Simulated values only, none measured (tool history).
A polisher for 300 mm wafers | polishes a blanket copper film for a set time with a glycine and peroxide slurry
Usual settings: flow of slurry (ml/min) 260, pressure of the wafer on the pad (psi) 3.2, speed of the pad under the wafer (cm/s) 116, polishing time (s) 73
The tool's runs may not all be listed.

| run | hour | flow of slurry (ml/min) | pressure of the wafer on the pad (psi) | speed of the pad under the wafer (cm/s) | polishing time (s) | wafers since the last listed run | wafers polished on this pad | hours since the slurry nozzle was cleaned | hours since the head pressure was calibrated | incoming thickness of the incoming film, nm | film removed (angstrom) |
|---|---|---|---|---|---|---|---|---|---|---|---|
| 1 | 0 | 260 | 3.2 | 116 | 73 | 0 | 944 | 152.2 | 512.9 | 2341.2 | 4304 |
| 2 | 6.2 | 260 | 3.2 | 132 | 73 | 68 | 1012 | 158.4 | 519.1 | 2353.4 | 4862 |
| 3 | 21.2 | 260 | 3.2 | 132 | 73 | 164 | 1177 | 173.4 | 534.1 | 2367.2 | 4814 |
|  | 41.6 | worn pad replaced by a new one |
| 4 | 42.1 | 260 | 3.2 | 116 | 73 | 185 | 5 | 194.3 | 555 | 2389.6 | 4386 |
| 5 | 47.6 | 260 | 2.8 | 116 | 73 | 60 | 65 | 199.8 | 560.5 | 2406.4 | 3922 |
| 6 | 56.7 | 260 | 3.2 | 144 | 73 | 99 | 165 | 208.9 | 569.6 | 2395.9 | 5230 |
| 7 | 65.1 | 260 | 3.2 | 116 | 73 | 92 | 257 | 217.3 | 578 | 2400.2 | 4301 |
| 8 | 79.4 | 260 | 3.2 | 116 | 73 | 156 | 414 | 231.6 | 592.3 | 2426.8 | 4287 |
| 9 | 95.4 | 260 | 3.6 | 116 | 73 | 175 | 590 | 247.6 | 608.3 | 2342 | 4724 |
| 10 | 104.5 | 260 | 3.6 | 116 | 73 | 99 | 690 | 256.7 | 617.4 | 2367.7 | 4761 |
| 11 | 121 | 260 | 3.6 | 116 | 73 | 181 | 871 | 273.2 | 633.9 | 2363.3 | 4785 |
| 12 | 135 | 260 | 3.2 | 116 | 73 | 153 | 1025 | 287.2 | 647.9 | 2361.2 | 4299 |
| 13 | 143.5 | 260 | 2.3 | 116 | 73 | 93 | 1118 | 295.7 | 656.4 | 2392 | 3308 |
|  | 148.4 | worn pad replaced by a new one |
| 14 | 158.6 | 260 | 2.3 | 116 | 73 | 121 | 112 | 310.8 | 671.5 | 2421.4 | 3247 |
| 15 | 169 | 260 | 3.2 | 116 | 73 | 114 | 226 | 321.2 | 681.9 | 2336.7 | 4228 |
| 16 | 177.8 | 235 | 4.1 | 116 | 73 | 96 | 322 | 330 | 690.7 | 2355.2 | 5340 |
| 17 | 186.1 | 330 | 2.6 | 100 | 62 | 91 | 414 | 338.3 | 699 | 2379.2 | 2777 |
| 18 | 195.6 | 260 | 3.2 | 148 | 57 | 104 | 518 | 347.8 | 708.5 | 2386.1 | 4264 |
|  | 201.2 | head pressure recalibrated |
| 19 | 208.8 | 195 | 2.6 | 116 | 94 | 122 | 641 | 361 | 7.6 | 2374.8 | 4486 |
|  | 214.6 | slurry nozzle cleaned |
| 20 | 221.4 | 260 | 3.2 | 116 | 73 | 127 | 768 | 6.8 | 20.2 | 2360.2 | 4332 |
| 21 | 227.7 | 210 | 3.2 | 116 | 96 | 69 | 837 | 13.1 | 26.5 | 2382.3 | 5541 |
| 22 | 237 | 315 | 2.3 | 84 | 98 | 102 | 939 | 22.4 | 35.8 | 2389.6 | 3546 |
| 23 | 244.6 | 260 | 3.2 | 78 | 73 | 83 | 1023 | 30 | 43.4 | 2401.7 | 3170 |
| 24 | 256.5 | 340 | 2.2 | 98 | 61 | 130 | 1153 | 41.9 | 55.3 | 2374.6 | 2352 |
| 25 | 265.7 | 260 | 3.2 | 116 | 73 | 100 | 1254 | 51.1 | 64.5 | 2379.4 | 4358 |
| 26 | 276.8 | 310 | 3.2 | 116 | 58 | 121 | 1376 | 62.2 | 75.6 | 2384 | 3489 |
| 27 | 286.2 | 260 | 3.2 | 116 | 73 | 103 | 1479 | 71.6 | 85 | 2355.3 | 4257 |
|  | 291.6 | worn pad replaced by a new one |
| 28 | 293.2 | 260 | 2.7 | 94 | 57 | 32 | 17 | 78.6 | 92 | 2377.4 | 2455 |
| 29 | 305.6 | 290 | 3.7 | 116 | 73 | 136 | 154 | 91 | 104.4 | 2430.2 | 4962 |

3 ways to go on from here, each from the tool as it stands after run 29. What would each give?
| A | 306 | 260 | 3.2 | 116 | 73 | 4 | 158 | 91.4 | 104.8 | 2372.9 | ? |
| B | 306 | 260 | 2.4 | 88 | 54 | 4 | 158 | 91.4 | 104.8 | 2372.9 | ? |
| C | 306 | 295 | 3.2 | 116 | 92 | 4 | 158 | 91.4 | 104.8 | 2372.9 | ? |

| run | film removed (angstrom) |
|---|---|
| A | 4332 |
| B | 2022 |
| C | 5526 |
Without the tool's hidden state the same runs would have given:
| run | film removed (angstrom) |
|---|---|
| A | 4332 |
| B | 2022 |
| C | 5526 |
